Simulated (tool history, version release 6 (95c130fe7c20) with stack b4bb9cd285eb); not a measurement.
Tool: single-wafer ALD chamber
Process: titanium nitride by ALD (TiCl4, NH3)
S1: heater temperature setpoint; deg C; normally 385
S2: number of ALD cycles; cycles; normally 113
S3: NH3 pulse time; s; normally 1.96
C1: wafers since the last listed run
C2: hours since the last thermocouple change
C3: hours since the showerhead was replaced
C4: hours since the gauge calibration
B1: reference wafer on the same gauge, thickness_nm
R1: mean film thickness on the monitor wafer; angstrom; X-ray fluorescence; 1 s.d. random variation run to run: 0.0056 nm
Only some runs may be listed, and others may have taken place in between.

| run | hour | S1 | S2 | S3 | C1 | C2 | C3 | C4 | B1 | R1 |
|---|---|---|---|---|---|---|---|---|---|---|
| 1 | 0.0 | 385 | 113 | 1.96 | 0 | 2248.0 | 7365.8 | 86.8 | 2.239 | 22.18 |
| 2 | 17.0 | 385 | 113 | 1.96 | 44 | 2265.0 | 7382.8 | 103.8 | 2.240 | 22.25 |
| 3 | 25.6 | 375 | 113 | 1.96 | 22 | 2273.6 | 7391.4 | 112.4 | 2.240 | 22.05 |
| 4 | 40.1 | 375 | 113 | 1.96 | 37 | 2288.1 | 7405.9 | 126.9 | 2.239 | 22.02 |
| 5 | 78.8 | 385 | 113 | 1.96 | 101 | 2326.8 | 7444.6 | 165.6 | 2.238 | 22.26 |
| 6 | 90.8 | 385 | 113 | 1.96 | 31 | 2338.8 | 7456.6 | 177.6 | 2.240 | 22.24 |
| 7 | 104.7 | 385 | 113 | 1.50 | 36 | 2352.7 | 7470.5 | 191.5 | 2.240 | 21.86 |
|  | 115.2 | showerhead replaced |
| 8 | 115.7 | 385 | 113 | 1.50 | 7 | 2363.7 | 0.5 | 202.5 | 2.241 | 21.87 |
| 9 | 121.7 | 385 | 113 | 1.50 | 15 | 2369.7 | 6.5 | 208.5 | 2.241 | 21.84 |
| 10 | 137.6 | 385 | 113 | 2.30 | 41 | 2385.6 | 22.4 | 224.4 | 2.240 | 22.39 |
| 11 | 146.3 | 385 | 113 | 1.96 | 22 | 2394.3 | 31.1 | 233.1 | 2.239 | 22.24 |
| 12 | 159.9 | 385 | 113 | 1.96 | 35 | 2407.9 | 44.7 | 246.7 | 2.240 | 22.27 |
| 13 | 176.1 | 394 | 113 | 1.96 | 42 | 2424.1 | 60.9 | 262.9 | 2.241 | 22.53 |
| 14 | 182.4 | 378 | 113 | 1.96 | 16 | 2430.4 | 67.2 | 269.2 | 2.241 | 22.08 |
| 15 | 196.2 | 385 | 113 | 1.28 | 36 | 2444.2 | 81.0 | 283.0 | 2.240 | 21.67 |
|  | 201.1 | gauge calibrated |
| 16 | 204.3 | 380 | 105 | 2.29 | 21 | 2452.3 | 89.1 | 3.2 | 2.240 | 20.85 |
| 17 | 211.8 | 385 | 113 | 1.96 | 19 | 2459.8 | 96.6 | 10.7 | 2.239 | 22.30 |
|  | 234.2 | thermocouple changed; heater temperature recalibrated |
| 18 | 234.7 | 385 | 133 | 1.96 | 38 | 0.5 | 119.5 | 33.6 | 2.241 | 26.22 |
| 19 | 241.2 | 372 | 125 | 1.54 | 16 | 7.0 | 126.0 | 40.1 | 2.239 | 23.74 |
| 20 | 247.9 | 385 | 113 | 1.96 | 17 | 13.7 | 132.7 | 46.8 | 2.240 | 22.29 |
| 21 | 264.9 | 376 | 127 | 2.33 | 44 | 30.7 | 149.7 | 63.8 | 2.241 | 25.13 |
| 22 | 278.0 | 379 | 128 | 1.39 | 34 | 43.8 | 162.8 | 76.9 | 2.238 | 24.36 |
| 23 | 287.8 | 375 | 133 | 1.96 | 25 | 53.6 | 172.6 | 86.7 | 2.240 | 25.90 |
| 24 | 294.3 | 374 | 122 | 1.70 | 16 | 60.1 | 179.1 | 93.2 | 2.240 | 23.47 |

How the hidden state differs across the entries between the runs, from the last listed run before each to the first after it:
Run 7 -> run 8: showerhead replaced (hour 115.2)
  no difference in the tool's unlogged condition between these two runs
Run 15 -> run 16: gauge calibrated (hour 201.1)
  no difference in the tool's unlogged condition between these two runs
Run 17 -> run 18: thermocouple changed; heater temperature recalibrated (hour 234.2)
  no difference in the tool's unlogged condition between these two runs
